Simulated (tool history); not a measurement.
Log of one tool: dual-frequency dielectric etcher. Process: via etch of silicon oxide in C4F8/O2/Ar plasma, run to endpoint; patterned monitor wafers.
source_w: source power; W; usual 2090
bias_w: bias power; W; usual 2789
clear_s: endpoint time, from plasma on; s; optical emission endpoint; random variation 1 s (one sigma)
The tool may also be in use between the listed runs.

| run | hour | source_w | bias_w | incoming incoming film thickness, nm | clear_s |
|---|---|---|---|---|---|
| 1 | 0.0 | 2090 | 3056 | 1405.6 | 231.8 |
| 2 | 17.7 | 2090 | 3056 | 1392.8 | 231.4 |
| 3 | 44.6 | 2090 | 2789 | 1414.0 | 237.9 |
| 4 | 66.6 | 2090 | 2789 | 1395.7 | 235.3 |
| 5 | 97.8 | 2090 | 2789 | 1415.0 | 236.7 |
| 6 | 116.5 | 2090 | 2789 | 1410.4 | 235.8 |
| 7 | 151.0 | 2090 | 2789 | 1412.0 | 237.5 |
|  | 155.1 | source power generator calibrated |
| 8 | 173.0 | 2090 | 2789 | 1409.1 | 233.6 |
|  | 210.5 | wet clean of the chamber |
| 9 | 211.0 | 2340 | 2789 | 1419.4 | 229.3 |
| 10 | 216.1 | 1970 | 2789 | 1411.5 | 250.2 |
| 11 | 244.2 | 1970 | 2789 | 1411.3 | 251.1 |
|  | 253.0 | bias power generator calibrated |
| 12 | 275.1 | 1580 | 3285 | 1411.5 | 269.3 |
| 13 | 294.1 | 2330 | 2789 | 1409.2 | 229.7 |
| 14 | 326.8 | 1600 | 3123 | 1430.1 | 273.4 |
|  | 366.8 | upper electrode replaced |
| 15 | 367.3 | 1840 | 3467 | 1415.8 | 243.6 |
| 16 | 384.1 | 2090 | 2789 | 1405.9 | 239.9 |
| 17 | 410.5 | 2250 | 3309 | 1402.8 | 218.6 |
| 18 | 423.8 | 2090 | 2789 | 1405.8 | 239.5 |
| 19 | 447.9 | 2530 | 2789 | 1412.7 | 217.5 |
| 20 | 472.7 | 1770 | 3405 | 1396.4 | 244.1 |
| 21 | 490.9 | 2400 | 2292 | 1404.6 | 232.3 |
| 22 | 507.3 | 1640 | 2284 | 1423.2 | 288.1 |

Some steps in clear_s between neighbouring runs. How much of each would the tool show without its hidden state too (settings, what came in, random variation), and how much is left for the hidden state, with any gauge scatter that isn't in both results?
The hidden state here: etch rate over this chamber's usual, %; source power that arrives over what is set, %; bias power that arrives over what is set, %.
Run 8 -> 9: source_w 2090 -> 2340, wet clean of the chamber. clear_s -4.3 s: hidden state +7.8, all else -12.1.
Run 13 -> 14: source_w 2330 -> 1600, bias_w 2789 -> 3123. clear_s +43.7 s: hidden state -0.8, all else +44.5.
Run 21 -> 22: source_w 2400 -> 1640, bias_w 2292 -> 2284. clear_s +55.8 s: hidden state -1.3, all else +57.1.
